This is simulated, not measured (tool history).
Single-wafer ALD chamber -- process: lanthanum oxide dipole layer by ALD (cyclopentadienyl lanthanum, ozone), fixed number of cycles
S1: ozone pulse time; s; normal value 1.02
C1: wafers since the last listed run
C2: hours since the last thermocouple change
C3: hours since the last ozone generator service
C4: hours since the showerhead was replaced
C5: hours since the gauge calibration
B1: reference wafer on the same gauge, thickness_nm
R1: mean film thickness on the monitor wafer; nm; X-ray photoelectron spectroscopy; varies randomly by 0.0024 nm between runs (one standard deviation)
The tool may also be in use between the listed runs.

| run | hour | S1 | C1 | C2 | C3 | C4 | C5 | B1 | R1 |
|---|---|---|---|---|---|---|---|---|---|
| 1 | 0 | 1.26 | 0 | 712.9 | 804.3 | 6601.8 | 183.5 | 0.572 | 0.553 |
| 2 | 28.5 | 1.26 | 479 | 741.4 | 832.8 | 6630.3 | 212 | 0.572 | 0.554 |
| 3 | 59.9 | 1.26 | 528 | 772.8 | 864.2 | 6661.7 | 243.4 | 0.572 | 0.554 |
| 4 | 76 | 1.1 | 271 | 788.9 | 880.3 | 6677.8 | 259.5 | 0.571 | 0.539 |
| 5 | 91 | 1.1 | 252 | 803.9 | 895.3 | 6692.8 | 274.5 | 0.572 | 0.538 |
| 6 | 124.6 | 1.02 | 565 | 837.5 | 928.9 | 6726.4 | 308.1 | 0.571 | 0.525 |
| 7 | 218 | 1.02 | 1572 | 930.9 | 1022.3 | 6819.8 | 401.5 | 0.572 | 0.526 |
| 8 | 232 | 1.02 | 235 | 944.9 | 1036.3 | 6833.8 | 415.5 | 0.572 | 0.523 |
| 9 | 264 | 1.02 | 538 | 976.9 | 1068.3 | 6865.8 | 447.5 | 0.572 | 0.519 |
| 10 | 278.6 | 1.02 | 245 | 991.5 | 1082.9 | 6880.4 | 462.1 | 0.572 | 0.521 |
| 11 | 297.6 | 1.02 | 319 | 1010.5 | 1101.9 | 6899.4 | 481.1 | 0.572 | 0.527 |
| 12 | 313 | 1.02 | 259 | 1025.9 | 1117.3 | 6914.8 | 496.5 | 0.572 | 0.523 |
|  | 374.2 | ozone generator serviced |
|  | 375.8 | showerhead replaced |
| 13 | 376.8 | 1.02 | 912 | 1089.7 | 2.6 | 1 | 560.3 | 0.572 | 0.522 |
| 14 | 391.1 | 1.13 | 240 | 1104 | 16.9 | 15.3 | 574.6 | 0.573 | 0.537 |
| 15 | 405.5 | 1.13 | 242 | 1118.4 | 31.3 | 29.7 | 589 | 0.572 | 0.535 |
| 16 | 421.4 | 1.13 | 267 | 1134.3 | 47.2 | 45.6 | 604.9 | 0.572 | 0.542 |
| 17 | 438.4 | 1.02 | 286 | 1151.3 | 64.2 | 62.6 | 621.9 | 0.572 | 0.523 |
| 18 | 458.5 | 0.81 | 338 | 1171.4 | 84.3 | 82.7 | 642 | 0.572 | 0.479 |
| 19 | 476.3 | 1.31 | 299 | 1189.2 | 102.1 | 100.5 | 659.8 | 0.572 | 0.558 |
| 20 | 494.1 | 0.76 | 299 | 1207 | 119.9 | 118.3 | 677.6 | 0.572 | 0.466 |
| 21 | 520.7 | 0.62 | 447 | 1233.6 | 146.5 | 144.9 | 704.2 | 0.572 | 0.418 |
| 22 | 550.4 | 1.4 | 499 | 1263.3 | 176.2 | 174.6 | 733.9 | 0.572 | 0.566 |
|  | 572.3 | gauge calibrated |
| 23 | 583.2 | 0.66 | 552 | 1296.1 | 209 | 207.4 | 10.9 | 0.572 | 0.432 |
| 24 | 617.8 | 1.27 | 582 | 1330.7 | 243.6 | 242 | 45.5 | 0.572 | 0.551 |
|  | 628.6 | thermocouple changed; heater temperature recalibrated |
| 25 | 642.6 | 1.02 | 282 | 14 | 268.4 | 266.8 | 70.3 | 0.572 | 0.521 |
| 26 | 704.8 | 1.2 | 1047 | 76.2 | 330.6 | 329 | 132.5 | 0.572 | 0.549 |
| 27 | 738.3 | 0.7 | 563 | 109.7 | 364.1 | 362.5 | 166 | 0.572 | 0.441 |
| 28 | 763.1 | 1.39 | 417 | 134.5 | 388.9 | 387.3 | 190.8 | 0.572 | 0.56 |
| 29 | 782.9 | 1.02 | 333 | 154.3 | 408.7 | 407.1 | 210.6 | 0.572 | 0.522 |
| 30 | 797.6 | 0.85 | 247 | 169 | 423.4 | 421.8 | 225.3 | 0.572 | 0.493 |
| 31 | 813 | 1.39 | 259 | 184.4 | 438.8 | 437.2 | 240.7 | 0.572 | 0.562 |
| 32 | 837.2 | 1.3 | 407 | 208.6 | 463 | 461.4 | 264.9 | 0.572 | 0.558 |
| 33 | 861 | 0.82 | 400 | 232.4 | 486.8 | 485.2 | 288.7 | 0.572 | 0.484 |
| 34 | 879.2 | 0.88 | 306 | 250.6 | 505 | 503.4 | 306.9 | 0.572 | 0.494 |

4 options for the next run, each taken on its own from the tool as it stands now. Forecast them:
| A | 879.6 | 0.77 | 6 | 251 | 505.4 | 503.8 | 307.3 | ? | ? |
| B | 879.6 | 0.69 | 6 | 251 | 505.4 | 503.8 | 307.3 | ? | ? |
| C | 879.6 | 1.32 | 6 | 251 | 505.4 | 503.8 | 307.3 | ? | ? |
| D | 879.6 | 0.8 | 6 | 251 | 505.4 | 503.8 | 307.3 | ? | ? |

| run | B1 | R1 |
|---|---|---|
| A | 0.572 | 0.468 |
| B | 0.572 | 0.443 |
| C | 0.572 | 0.56 |
| D | 0.572 | 0.476 |
What these runs would have given with no unlogged condition in the tool:
| run | R1 |
|---|---|
| A | 0.468 |
| B | 0.443 |
| C | 0.56 |
| D | 0.476 |
